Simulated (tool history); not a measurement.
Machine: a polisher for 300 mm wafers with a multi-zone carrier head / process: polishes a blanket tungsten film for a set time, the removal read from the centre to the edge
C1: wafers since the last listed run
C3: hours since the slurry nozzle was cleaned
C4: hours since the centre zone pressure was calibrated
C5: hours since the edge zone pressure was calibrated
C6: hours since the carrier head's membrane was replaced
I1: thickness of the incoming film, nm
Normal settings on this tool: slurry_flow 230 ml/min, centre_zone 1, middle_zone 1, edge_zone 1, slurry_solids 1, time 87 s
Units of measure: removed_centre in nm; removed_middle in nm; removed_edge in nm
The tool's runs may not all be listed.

run 1 day=0 | slurry_flow=285 centre_zone=1 middle_zone=1 edge_zone=1 slurry_solids=1 time=87 | C1=0 wafers_polished_on_this_pad=1341 C3=287 C4=457.5 C5=283.7 C6=296.4 | I1=1494.9 | removed_centre=470.2 removed_middle=457.5 removed_edge=453.7
-- day=1.033 worn pad replaced by a new one
run 2 day=2.338 | slurry_flow=285 centre_zone=1 middle_zone=1 edge_zone=1 slurry_solids=1 time=87 | C1=516 wafers_polished_on_this_pad=310 C3=343.1 C4=513.6 C5=339.8 C6=352.5 | I1=1499.5 | removed_centre=484.7 removed_middle=455.5 removed_edge=460.9
run 3 day=4.504 | slurry_flow=230 centre_zone=0.94 middle_zone=1 edge_zone=0.96 slurry_solids=1 time=87 | C1=515 wafers_polished_on_this_pad=825 C3=395.1 C4=565.6 C5=391.8 C6=404.5 | I1=1487.5 | removed_centre=437.7 removed_middle=451.8 removed_edge=449.3
-- day=5.067 edge zone pressure recalibrated
-- day=8.454 worn pad replaced by a new one
run 4 day=12.55 | slurry_flow=230 centre_zone=0.94 middle_zone=1 edge_zone=0.96 slurry_solids=1 time=87 | C1=1853 wafers_polished_on_this_pad=974 C3=588.2 C4=758.7 C5=179.6 C6=597.6 | I1=1463.8 | removed_centre=464 removed_middle=445.1 removed_edge=438.6
run 5 day=14.625 | slurry_flow=230 centre_zone=1 middle_zone=1 edge_zone=1 slurry_solids=1 time=87 | C1=493 wafers_polished_on_this_pad=1467 C3=638 C4=808.5 C5=229.4 C6=647.4 | I1=1495.4 | removed_centre=482.4 removed_middle=447.7 removed_edge=448.4
-- day=15.388 worn pad replaced by a new one
-- day=15.754 centre zone pressure recalibrated
run 6 day=15.946 | slurry_flow=230 centre_zone=1 middle_zone=1 edge_zone=1 slurry_solids=1 time=87 | C1=254 wafers_polished_on_this_pad=113 C3=669.7 C4=4.6 C5=261.1 C6=679.1 | I1=1477.3 | removed_centre=374 removed_middle=445.2 removed_edge=461
run 7 day=18.629 | slurry_flow=230 centre_zone=0.92 middle_zone=1 edge_zone=1 slurry_solids=1 time=87 | C1=638 wafers_polished_on_this_pad=751 C3=734.1 C4=69 C5=325.5 C6=743.5 | I1=1501.7 | removed_centre=343.7 removed_middle=450 removed_edge=453.5
-- day=19.242 edge zone pressure recalibrated
-- day=20.4 slurry nozzle cleaned
-- day=20.983 worn pad replaced by a new one
run 8 day=21.254 | slurry_flow=290 centre_zone=1 middle_zone=1 edge_zone=1.08 slurry_solids=1 time=87 | C1=554 wafers_polished_on_this_pad=64 C3=20.5 C4=132 C5=48.3 C6=806.5 | I1=1466.6 | removed_centre=399.4 removed_middle=452 removed_edge=474.2
-- day=23.521 carrier head's membrane replaced by a new one
-- day=23.533 centre zone pressure recalibrated, repeated, since the last time left the tool worse
run 9 day=23.554 | slurry_flow=230 centre_zone=1 middle_zone=1 edge_zone=1 slurry_solids=1 time=87 | C1=494 wafers_polished_on_this_pad=559 C3=75.7 C4=0.5 C5=103.5 C6=0.8 | I1=1497.8 | removed_centre=447.3 removed_middle=443.2 removed_edge=451.3
run 10 day=25.454 | slurry_flow=195 centre_zone=0.95 middle_zone=1.06 edge_zone=1 slurry_solids=1 time=77 | C1=451 wafers_polished_on_this_pad=1011 C3=121.3 C4=46.1 C5=149.1 C6=46.4 | I1=1479.8 | removed_centre=374.3 removed_middle=408.3 removed_edge=400.9
-- day=26.833 worn pad replaced by a new one
run 11 day=27.321 | slurry_flow=230 centre_zone=1 middle_zone=1 edge_zone=1 slurry_solids=1.25 time=87 | C1=404 wafers_polished_on_this_pad=115 C3=166.1 C4=90.9 C5=193.9 C6=91.2 | I1=1458.1 | removed_centre=479.5 removed_middle=477.6 removed_edge=478.7
run 12 day=28.504 | slurry_flow=230 centre_zone=1 middle_zone=1 edge_zone=1.05 slurry_solids=1 time=58 | C1=281 wafers_polished_on_this_pad=397 C3=194.5 C4=119.3 C5=222.3 C6=119.6 | I1=1479.3 | removed_centre=293.8 removed_middle=297.4 removed_edge=307
run 13 day=31.3 | slurry_flow=305 centre_zone=1 middle_zone=1 edge_zone=1 slurry_solids=1 time=87 | C1=664 wafers_polished_on_this_pad=1061 C3=261.6 C4=186.4 C5=289.4 C6=186.7 | I1=1506.5 | removed_centre=472.8 removed_middle=460.5 removed_edge=454.1
-- day=32.504 worn pad replaced by a new one
run 14 day=32.767 | slurry_flow=290 centre_zone=1 middle_zone=0.97 edge_zone=1.06 slurry_solids=1 time=68 | C1=309 wafers_polished_on_this_pad=62 C3=296.8 C4=221.6 C5=324.6 C6=221.9 | I1=1500.5 | removed_centre=365.5 removed_middle=345.8 removed_edge=365.7

Alternative continuations, all from the tool just after run 14; predict every row:
run A day=32.788 | slurry_flow=230 centre_zone=1 middle_zone=1 edge_zone=0.91 slurry_solids=1 time=87 | C1=4 wafers_polished_on_this_pad=67 C3=297.3 C4=222.1 C5=325.1 C6=222.4 | I1=1495.8 | removed_centre=? removed_middle=? removed_edge=?
run B day=32.788 | slurry_flow=230 centre_zone=1 middle_zone=1 edge_zone=1.07 slurry_solids=1 time=66 | C1=4 wafers_polished_on_this_pad=67 C3=297.3 C4=222.1 C5=325.1 C6=222.4 | I1=1495.8 | removed_centre=? removed_middle=? removed_edge=?
run C day=32.788 | slurry_flow=230 centre_zone=1.08 middle_zone=1 edge_zone=0.88 slurry_solids=1 time=87 | C1=4 wafers_polished_on_this_pad=67 C3=297.3 C4=222.1 C5=325.1 C6=222.4 | I1=1495.8 | removed_centre=? removed_middle=? removed_edge=?
run D day=32.788 | slurry_flow=210 centre_zone=0.94 middle_zone=0.95 edge_zone=1 slurry_solids=1.3 time=87 | C1=4 wafers_polished_on_this_pad=67 C3=297.3 C4=222.1 C5=325.1 C6=222.4 | I1=1495.8 | removed_centre=? removed_middle=? removed_edge=?
run E day=32.788 | slurry_flow=230 centre_zone=1 middle_zone=1.09 edge_zone=1 slurry_solids=1 time=59 | C1=4 wafers_polished_on_this_pad=67 C3=297.3 C4=222.1 C5=325.1 C6=222.4 | I1=1495.8 | removed_centre=? removed_middle=? removed_edge=?

run=A removed_centre=446 removed_middle=444.8 removed_edge=437.2
run=B removed_centre=338.4 removed_middle=337.3 removed_edge=355.3
run=C removed_centre=482 removed_middle=444.6 removed_edge=431.4
run=D removed_centre=443.1 removed_middle=451.1 removed_edge=482.8
run=E removed_centre=302.7 removed_middle=324.5 removed_edge=308.1
Take away the tool's hidden state, keep each run's random variation, and the runs would have read:
run=A removed_centre=445.9 removed_middle=444.8 removed_edge=437.2
run=B removed_centre=338.3 removed_middle=337.3 removed_edge=355.3
run=C removed_centre=481.8 removed_middle=444.6 removed_edge=431.4
run=D removed_centre=442.9 removed_middle=451.1 removed_edge=482.8
run=E removed_centre=302.6 removed_middle=324.5 removed_edge=308.1
